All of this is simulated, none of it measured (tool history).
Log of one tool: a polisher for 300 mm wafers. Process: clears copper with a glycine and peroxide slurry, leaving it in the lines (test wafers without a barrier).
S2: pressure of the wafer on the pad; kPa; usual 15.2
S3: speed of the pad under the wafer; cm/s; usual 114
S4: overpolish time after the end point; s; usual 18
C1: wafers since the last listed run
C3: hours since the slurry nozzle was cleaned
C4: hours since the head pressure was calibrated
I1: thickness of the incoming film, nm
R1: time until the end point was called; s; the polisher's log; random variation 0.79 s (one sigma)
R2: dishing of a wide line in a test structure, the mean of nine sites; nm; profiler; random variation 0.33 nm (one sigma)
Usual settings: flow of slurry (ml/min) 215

Run 1, hour 0: usual settings but S3 86 cm/s; C1 0; wafers polished on this pad 565; C3 9.5; C4 140.3; I1 370.2. Result: R1 75 s, R2 29.1 nm.
Run 2, hour 71.3: usual settings but S4 10 s; C1 852; wafers polished on this pad 1418; C3 80.8; C4 211.6; I1 372.1. Result: R1 64.4 s, R2 23.7 nm.
Run 3, hour 116.8: usual settings but S4 10 s; C1 544; wafers polished on this pad 1962; C3 126.3; C4 257.1; I1 370.7. Result: R1 65.5 s, R2 23.7 nm.
At hour 136.9: worn pad replaced by a new one.
Run 4, hour 185: usual settings; C1 767; wafers polished on this pad 574; C3 194.5; C4 325.3; I1 369.5. Result: R1 63.2 s, R2 29.8 nm.
Run 5, hour 243: usual settings; C1 693; wafers polished on this pad 1268; C3 252.5; C4 383.3; I1 364.6. Result: R1 62.5 s, R2 30 nm.
Run 6, hour 280.2: usual settings; C1 444; wafers polished on this pad 1712; C3 289.7; C4 420.5; I1 377. Result: R1 66 s, R2 29.3 nm.
At hour 320.5: worn pad replaced by a new one.
Run 7, hour 341: usual settings; C1 679; wafers polished on this pad 245; C3 350.5; C4 481.3; I1 372.6. Result: R1 64.7 s, R2 29.6 nm.
At hour 437.5: slurry nozzle cleaned.
Run 8, hour 490: usual settings; C1 1769; wafers polished on this pad 2014; C3 52.5; C4 630.3; I1 372.3. Result: R1 64.3 s, R2 29.2 nm.
At hour 502.5: worn pad replaced by a new one.
Run 9, hour 574.5: usual settings but S2 18.6 kPa, S3 86 cm/s; C1 962; wafers polished on this pad 861; C3 137; C4 714.8; I1 363.5. Result: R1 67.7 s, R2 28.7 nm.
Run 10, hour 620.5: usual settings; C1 550; wafers polished on this pad 1411; C3 183; C4 760.8; I1 366.2. Result: R1 63.1 s, R2 29.2 nm.
Run 11, hour 664.3: usual settings but S3 102 cm/s, S4 21 s; C1 523; wafers polished on this pad 1934; C3 226.8; C4 804.6; I1 363.2. Result: R1 67.2 s, R2 30.2 nm.
At hour 689.9: head pressure recalibrated.
Run 12, hour 690.7: usual settings but flow of slurry (ml/min) 280; C1 291; wafers polished on this pad 2226; C3 253.2; C4 0.8; I1 367.1. Result: R1 63.2 s, R2 28.9 nm.
At hour 695.8: worn pad replaced by a new one.
Run 13, hour 715: usual settings but flow of slurry (ml/min) 245, S2 19.3 kPa, S4 21 s; C1 242; wafers polished on this pad 229; C3 277.5; C4 25.1; I1 368.1. Result: R1 57.1 s, R2 31.3 nm.
Run 14, hour 774.9: usual settings but S2 13.1 kPa; C1 716; wafers polished on this pad 945; C3 337.4; C4 85; I1 375.3. Result: R1 68 s, R2 29.2 nm.
Run 15, hour 831.7: usual settings but S2 16.5 kPa; C1 679; wafers polished on this pad 1624; C3 394.2; C4 141.8; I1 373.9. Result: R1 63.5 s, R2 30.1 nm.
At hour 869.9: worn pad replaced by a new one.
Run 16, hour 898.8: usual settings but S4 9 s; C1 754; wafers polished on this pad 345; C3 461.3; C4 208.9; I1 365. Result: R1 63.7 s, R2 22.3 nm.
At hour 923.7: slurry nozzle cleaned.
Run 17, hour 957.1: usual settings; C1 685; wafers polished on this pad 1031; C3 33.4; C4 267.2; I1 372.9. Result: R1 63.8 s, R2 30.1 nm.

Forecast each of these 4 alternatives for the next run:
Run A, hour 957.6: usual settings but flow of slurry (ml/min) 165; C1 5; wafers polished on this pad 1037; C3 33.9; C4 267.7; I1 370.9. Result: R1 ?, R2 ?.
Run B, hour 957.6: usual settings but flow of slurry (ml/min) 265, S2 20 kPa, S3 148 cm/s; C1 5; wafers polished on this pad 1037; C3 33.9; C4 267.7; I1 370.9. Result: R1 ?, R2 ?.
Run C, hour 957.6: usual settings but flow of slurry (ml/min) 155, S2 19.3 kPa, S3 78 cm/s, S4 28 s; C1 5; wafers polished on this pad 1037; C3 33.9; C4 267.7; I1 370.9. Result: R1 ?, R2 ?.
Run D, hour 957.6: usual settings but flow of slurry (ml/min) 265, S3 144 cm/s, S4 29 s; C1 5; wafers polished on this pad 1037; C3 33.9; C4 267.7; I1 370.9. Result: R1 ?, R2 ?.

run    R1    R2
  A  65.9  29.7
  B  45.8  31.1
  C    74  32.8
  D  54.1  32.2
Without the tool's hidden state the same runs would have given:
run    R1    R2
  A  65.9  29.7
  B  45.8  31.1
  C    74  32.8
  D  54.1  32.2

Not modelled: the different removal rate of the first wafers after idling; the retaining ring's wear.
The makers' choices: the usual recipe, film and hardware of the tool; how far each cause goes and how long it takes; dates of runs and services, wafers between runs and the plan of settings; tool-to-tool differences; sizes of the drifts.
